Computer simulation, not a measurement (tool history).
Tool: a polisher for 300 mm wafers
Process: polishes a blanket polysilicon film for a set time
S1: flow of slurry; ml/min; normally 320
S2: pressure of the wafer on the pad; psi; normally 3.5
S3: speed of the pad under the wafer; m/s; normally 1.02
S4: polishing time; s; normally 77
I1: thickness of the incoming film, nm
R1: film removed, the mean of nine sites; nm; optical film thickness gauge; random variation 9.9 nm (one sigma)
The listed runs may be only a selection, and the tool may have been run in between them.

run	hour	S1	S2	S3	S4	I1	R1
1	0.0	320	3.5	0.94	77	2316.6	668.7
2	28.8	320	3.5	0.94	77	2309.4	648.7
3	48.4	320	3.5	0.94	77	2309.7	657.2
4	63.5	320	3.5	1.02	77	2284.8	687.7
5	91.6	320	3.5	1.02	77	2252.6	680.8
# hour 106.4: worn pad replaced by a new one
6	188.1	320	3.5	1.02	77	2320.5	678.1
7	203.2	320	3.5	1.02	77	2296.4	665.6
8	221.5	320	3.5	1.02	77	2268.7	674.9
9	233.7	320	3.5	1.02	77	2257.5	640.8
# hour 246.9: worn pad replaced by a new one
# hour 260.4: slurry nozzle cleaned
# hour 292.2: head pressure recalibrated
10	337.8	320	3.5	1.02	77	2287.3	696.6
# hour 375.8: worn pad replaced by a new one
11	376.3	220	2.7	1.02	90	2299.6	666.8
12	405.3	320	3.5	1.02	77	2308.7	686.8
13	424.9	270	3.5	1.02	77	2261.7	682.1
14	455.0	320	3.5	1.02	77	2260.9	699.6
15	483.1	350	3.5	1.02	77	2284.1	677.7
# hour 514.3: worn pad replaced by a new one
16	514.8	240	4.1	1.02	77	2322.5	738.1
17	549.7	320	3.5	1.02	77	2268.6	657.0
# hour 559.5: head pressure recalibrated
18	628.7	320	3.5	1.02	77	2270.1	696.6
# hour 650.4: worn pad replaced by a new one
19	659.3	320	3.5	0.68	91	2283.0	649.6
20	676.2	400	2.6	1.02	77	2273.0	602.0
21	695.3	405	3.5	1.02	102	2310.7	929.7

Alternative continuations, all from the tool just after run 21; predict every row:
A	695.7	320	3.5	1.02	77	2240.6	?
B	695.7	255	3.5	1.02	69	2240.6	?
C	695.7	350	4.0	1.28	96	2240.6	?
D	695.7	235	3.8	1.26	95	2240.6	?

run	R1
A	691.2
B	604.8
C	1094.8
D	995.0
Had the tool no hidden state, the same runs would have come out as:
run	R1
A	704.6
B	616.5
C	1115.9
D	1014.1

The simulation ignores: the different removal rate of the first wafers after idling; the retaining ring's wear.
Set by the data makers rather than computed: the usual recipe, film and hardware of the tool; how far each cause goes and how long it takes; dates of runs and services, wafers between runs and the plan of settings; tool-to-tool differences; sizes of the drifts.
